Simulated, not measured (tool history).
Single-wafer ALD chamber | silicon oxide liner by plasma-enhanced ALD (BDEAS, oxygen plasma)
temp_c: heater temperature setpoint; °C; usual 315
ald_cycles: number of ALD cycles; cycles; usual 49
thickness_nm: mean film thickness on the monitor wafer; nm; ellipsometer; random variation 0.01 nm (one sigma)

run	hour	temp_c	ald_cycles	read-back reference wafer on the same gauge, thickness_nm	thickness_nm
1	0.0	315	49	4.029	4.034
2	29.8	315	49	4.027	4.047
3	76.9	315	49	4.031	4.037
4	137.1	315	49	4.033	4.011
5	163.9	315	49	4.030	4.024
6	316.1	315	49	4.034	4.035
7	348.9	315	49	4.034	4.038
8	378.1	315	49	4.030	4.047
9	436.3	315	49	4.033	4.033
10	495.5	315	49	4.033	4.033
11	532.4	315	49	4.033	4.034
# hour 681.4: gauge calibrated
12	718.4	319	57	4.031	4.671
13	857.4	319	57	4.032	4.672
14	927.7	319	57	4.025	4.712
15	988.7	315	49	4.029	4.058
16	1042.3	315	49	4.030	4.047
17	1104.6	315	59	4.031	4.892
18	1159.3	309	43	4.031	3.590
# hour 1184.2: thermocouple changed; heater temperature recalibrated
19	1208.6	315	49	4.024	4.027
20	1249.4	315	49	4.027	4.030
21	1278.1	324	54	4.032	4.368
22	1331.3	315	56	4.031	4.608
23	1396.5	308	58	4.032	4.822
24	1461.8	307	46	4.035	3.827
25	1501.4	309	44	4.028	3.653
26	1528.6	315	49	4.031	4.047
27	1566.3	301	49	4.029	4.123
28	1609.2	330	58	4.030	4.701
29	1676.8	315	49	4.028	4.046
30	1735.2	306	45	4.027	3.767
31	1774.1	325	49	4.030	4.000
32	1828.2	329	42	4.030	3.390

Some steps in thickness_nm between neighbouring runs. How much of each would the tool show without its hidden state too (settings, what came in, random variation), and how much is left for the hidden state, with any gauge scatter that isn't in both results?
The hidden state here: wafer temperature above the value expected at the setpoint (K); gauge reads high (%).
Run 16 -> 17: ald_cycles 49 -> 59. thickness_nm +0.845 nm: hidden state +0.010, all else +0.835.
Run 17 -> 18: temp_c 315 -> 309, ald_cycles 59 -> 43. thickness_nm -1.302 nm: hidden state -0.011, all else -1.291.
Run 18 -> 19: temp_c 309 -> 315, ald_cycles 43 -> 49, thermocouple changed; heater temperature recalibrated. thickness_nm +0.437 nm: hidden state -0.026, all else +0.463.
Run 23 -> 24: temp_c 308 -> 307, ald_cycles 58 -> 46. thickness_nm -0.995 nm: hidden state -0.002, all else -0.993.
Run 26 -> 27: temp_c 315 -> 301. thickness_nm +0.076 nm: hidden state +0.014, all else +0.062.

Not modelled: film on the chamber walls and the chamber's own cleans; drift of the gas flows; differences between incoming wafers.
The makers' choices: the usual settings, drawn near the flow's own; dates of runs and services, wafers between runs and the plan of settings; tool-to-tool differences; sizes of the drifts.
